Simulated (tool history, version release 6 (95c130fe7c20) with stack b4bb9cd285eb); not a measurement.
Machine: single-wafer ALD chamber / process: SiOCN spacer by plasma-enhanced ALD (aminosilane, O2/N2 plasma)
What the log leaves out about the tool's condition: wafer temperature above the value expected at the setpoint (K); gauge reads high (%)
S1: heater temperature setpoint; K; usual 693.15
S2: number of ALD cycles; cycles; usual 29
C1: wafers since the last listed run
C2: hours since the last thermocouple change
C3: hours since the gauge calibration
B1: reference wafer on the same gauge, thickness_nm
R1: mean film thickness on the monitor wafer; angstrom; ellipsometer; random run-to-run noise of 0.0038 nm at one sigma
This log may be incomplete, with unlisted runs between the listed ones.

run 1 hour=0 | S1=693.15 S2=29 | C1=0 C2=1199.6 C3=339.2 | B1=1.809 | R1=15.01
run 2 hour=68 | S1=693.15 S2=29 | C1=674 C2=1267.6 C3=407.2 | B1=1.81 | R1=15.01
run 3 hour=116.9 | S1=693.15 S2=33 | C1=485 C2=1316.5 C3=456.1 | B1=1.81 | R1=17.11
run 4 hour=169.4 | S1=693.15 S2=33 | C1=520 C2=1369 C3=508.6 | B1=1.81 | R1=17.01
run 5 hour=230.6 | S1=693.15 S2=33 | C1=607 C2=1430.2 C3=569.8 | B1=1.809 | R1=17.16
run 6 hour=290.9 | S1=693.15 S2=29 | C1=598 C2=1490.5 C3=630.1 | B1=1.81 | R1=15.04
run 7 hour=500.4 | S1=689.15 S2=29 | C1=2078 C2=1700 C3=839.6 | B1=1.81 | R1=15.21
run 8 hour=540.1 | S1=693.15 S2=29 | C1=393 C2=1739.7 C3=879.3 | B1=1.81 | R1=14.96
-- hour=582.1 thermocouple changed; heater temperature recalibrated
run 9 hour=609.7 | S1=693.15 S2=29 | C1=611 C2=27.6 C3=948.9 | B1=1.81 | R1=15.4
run 10 hour=651.9 | S1=693.15 S2=29 | C1=418 C2=69.8 C3=991.1 | B1=1.809 | R1=15.3
run 11 hour=686.1 | S1=682.15 S2=29 | C1=339 C2=104 C3=1025.3 | B1=1.81 | R1=15.89
run 12 hour=744.9 | S1=682.15 S2=29 | C1=583 C2=162.8 C3=1084.1 | B1=1.809 | R1=15.88
-- hour=798.1 gauge calibrated
run 13 hour=799.2 | S1=693.15 S2=26 | C1=538 C2=217.1 C3=1.1 | B1=1.81 | R1=13.61
run 14 hour=841.7 | S1=700.15 S2=26 | C1=421 C2=259.6 C3=43.6 | B1=1.811 | R1=13.29
run 15 hour=868.7 | S1=700.15 S2=26 | C1=267 C2=286.6 C3=70.6 | B1=1.81 | R1=13.31
run 16 hour=906.2 | S1=681.15 S2=34 | C1=371 C2=324.1 C3=108.1 | B1=1.809 | R1=18.58
run 17 hour=940.9 | S1=703.15 S2=31 | C1=344 C2=358.8 C3=142.8 | B1=1.81 | R1=15.72
run 18 hour=1003.5 | S1=680.15 S2=27 | C1=620 C2=421.4 C3=205.4 | B1=1.809 | R1=14.77
run 19 hour=1062.5 | S1=707.15 S2=26 | C1=585 C2=480.4 C3=264.4 | B1=1.81 | R1=12.96
run 20 hour=1115.5 | S1=693.15 S2=26 | C1=525 C2=533.4 C3=317.4 | B1=1.811 | R1=13.53
run 21 hour=1155.5 | S1=701.15 S2=28 | C1=396 C2=573.4 C3=357.4 | B1=1.808 | R1=14.21
run 22 hour=1215.2 | S1=693.15 S2=29 | C1=592 C2=633.1 C3=417.1 | B1=1.811 | R1=15.12
run 23 hour=1268.2 | S1=693.15 S2=29 | C1=525 C2=686.1 C3=470.1 | B1=1.81 | R1=15.13
run 24 hour=1295.8 | S1=693.15 S2=29 | C1=273 C2=713.7 C3=497.7 | B1=1.81 | R1=15.15

Predict each of these 4 candidate next runs independently; none follows another, all start after run 24:
run A hour=1296.3 | S1=693.15 S2=29 | C1=4 C2=714.2 C3=498.2 | B1=? | R1=?
run B hour=1296.3 | S1=701.15 S2=24 | C1=4 C2=714.2 C3=498.2 | B1=? | R1=?
run C hour=1296.3 | S1=686.15 S2=29 | C1=4 C2=714.2 C3=498.2 | B1=? | R1=?
run D hour=1296.3 | S1=680.15 S2=29 | C1=4 C2=714.2 C3=498.2 | B1=? | R1=?

run=A B1=1.809 R1=15.12
run=B B1=1.809 R1=12.17
run=C B1=1.809 R1=15.48
run=D B1=1.809 R1=15.79
With the hidden condition removed and each run's random variation left untouched, the same runs would have given:
run=A R1=15.33
run=B R1=12.34
run=C R1=15.69
run=D R1=16
